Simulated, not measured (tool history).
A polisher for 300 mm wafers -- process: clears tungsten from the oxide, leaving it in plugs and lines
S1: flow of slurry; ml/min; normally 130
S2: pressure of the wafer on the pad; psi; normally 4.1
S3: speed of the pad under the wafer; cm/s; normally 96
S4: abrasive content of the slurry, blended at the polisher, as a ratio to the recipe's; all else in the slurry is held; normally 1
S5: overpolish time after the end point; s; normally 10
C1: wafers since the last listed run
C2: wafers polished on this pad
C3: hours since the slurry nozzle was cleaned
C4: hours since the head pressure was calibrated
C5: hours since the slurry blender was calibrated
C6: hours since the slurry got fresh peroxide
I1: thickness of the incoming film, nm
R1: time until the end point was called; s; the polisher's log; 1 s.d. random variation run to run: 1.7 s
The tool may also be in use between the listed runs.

Run 1, hour 0: usual settings; C1 0; C2 1193; C3 204.1; C4 68.3; C5 93.6; C6 256.6; I1 433.7. Result: R1 103.6 s.
Run 2, hour 75.6: usual settings but S2 3.4 psi; C1 581; C2 1775; C3 279.7; C4 143.9; C5 169.2; C6 332.2; I1 431.3. Result: R1 124.1 s.
Run 3, hour 163.2: usual settings but S2 3.4 psi; C1 674; C2 2449; C3 367.3; C4 231.5; C5 256.8; C6 419.8; I1 428.1. Result: R1 122.3 s.
Run 4, hour 205.8: usual settings but S2 3.4 psi; C1 327; C2 2776; C3 409.9; C4 274.1; C5 299.4; C6 462.4; I1 436. Result: R1 128.6 s.
Run 5, hour 297: usual settings; C1 701; C2 3478; C3 501.1; C4 365.3; C5 390.6; C6 553.6; I1 430.9. Result: R1 112.6 s.
At hour 320: worn pad replaced by a new one.
At hour 327: slurry tank refilled with fresh slurry and peroxide.
At hour 375.6: slurry nozzle cleaned.
Run 6, hour 404.6: usual settings; C1 781; C2 635; C3 29; C4 472.9; C5 498.2; C6 77.6; I1 426.5. Result: R1 99.3 s.
Run 7, hour 448.6: usual settings; C1 338; C2 974; C3 73; C4 516.9; C5 542.2; C6 121.6; I1 430.8. Result: R1 104.6 s.
At hour 467.1: head pressure recalibrated.
At hour 507: slurry blender recalibrated.
Run 8, hour 552.5: usual settings; C1 768; C2 1743; C3 176.9; C4 85.4; C5 45.5; C6 225.5; I1 434.8. Result: R1 99.5 s.
Run 9, hour 589.4: usual settings but S1 165 ml/min, S5 6 s; C1 283; C2 2027; C3 213.8; C4 122.3; C5 82.4; C6 262.4; I1 435.2. Result: R1 100.9 s.
Run 10, hour 642.9: usual settings but S1 100 ml/min; C1 411; C2 2439; C3 267.3; C4 175.8; C5 135.9; C6 315.9; I1 424.8. Result: R1 106.8 s.
Run 11, hour 738.6: usual settings; C1 736; C2 3175; C3 363; C4 271.5; C5 231.6; C6 411.6; I1 426.9. Result: R1 105.9 s.
Run 12, hour 779.2: usual settings but S2 5.1 psi, S5 13 s; C1 312; C2 3487; C3 403.6; C4 312.1; C5 272.2; C6 452.2; I1 430.4. Result: R1 87.5 s.
At hour 871.7: worn pad replaced by a new one.
Run 13, hour 882.8: usual settings but S2 4.8 psi, S3 68 cm/s; C1 766; C2 85; C3 507.2; C4 415.7; C5 375.8; C6 555.8; I1 428.3. Result: R1 121.2 s.
At hour 938.9: slurry tank refilled with fresh slurry and peroxide.
Run 14, hour 948.2: usual settings but S2 5.3 psi; C1 495; C2 581; C3 572.6; C4 481.1; C5 441.2; C6 9.3; I1 424.6. Result: R1 78.4 s.
Run 15, hour 1042.2: usual settings but S3 114 cm/s, S4 0.9, S5 14 s; C1 723; C2 1304; C3 666.6; C4 575.1; C5 535.2; C6 103.3; I1 428.4. Result: R1 93.5 s.
At hour 1070.6: slurry blender recalibrated.
At hour 1071.4: slurry nozzle cleaned.
At hour 1116: head pressure recalibrated.
Run 16, hour 1135: usual settings; C1 677; C2 1981; C3 63.6; C4 19; C5 64.4; C6 196.1; I1 431.5. Result: R1 103.4 s.
Run 17, hour 1173.7: usual settings but S3 74 cm/s, S4 0.85, S5 6 s; C1 297; C2 2279; C3 102.3; C4 57.7; C5 103.1; C6 234.8; I1 423.4. Result: R1 140.4 s.
Run 18, hour 1256.8: usual settings but S3 82 cm/s, S4 0.75; C1 639; C2 2919; C3 185.4; C4 140.8; C5 186.2; C6 317.9; I1 425.5. Result: R1 137.8 s.
At hour 1418.1: worn pad replaced by a new one.
Run 19, hour 1527.4: usual settings but S1 115 ml/min, S2 3.5 psi, S5 8 s; C1 2051; C2 841; C3 456; C4 411.4; C5 456.8; C6 588.5; I1 432.6. Result: R1 126.1 s.
At hour 1540.6: slurry tank refilled with fresh slurry and peroxide.
At hour 1636.1: slurry blender recalibrated.
At hour 1666.4: slurry nozzle cleaned.
At hour 1693.6: head pressure recalibrated.
Run 20, hour 1760.2: usual settings but S4 1.25; C1 1745; C2 2586; C3 93.8; C4 66.6; C5 124.1; C6 219.6; I1 429.2. Result: R1 94.5 s.
Run 21, hour 1810: usual settings but S2 2.8 psi, S5 12 s; C1 383; C2 2969; C3 143.6; C4 116.4; C5 173.9; C6 269.4; I1 432.5. Result: R1 156.9 s.
At hour 1889.2: worn pad replaced by a new one.
Run 22, hour 1896.8: usual settings but S1 115 ml/min, S2 2.7 psi, S3 82 cm/s, S5 6 s; C1 637; C2 58; C3 230.4; C4 203.2; C5 260.7; C6 356.2; I1 428.2. Result: R1 170.7 s.

Run 23 comes next. What will it give?
Run 23, hour 1993.8: usual settings; C1 746; C2 804; C3 327.4; C4 300.2; C5 357.7; C6 453.2; I1 431. Result: R1 ?.

{"run 23": {"R1": 101.4}}
Minus the tool's unlogged condition, the same run would have read R1 93.3 s.
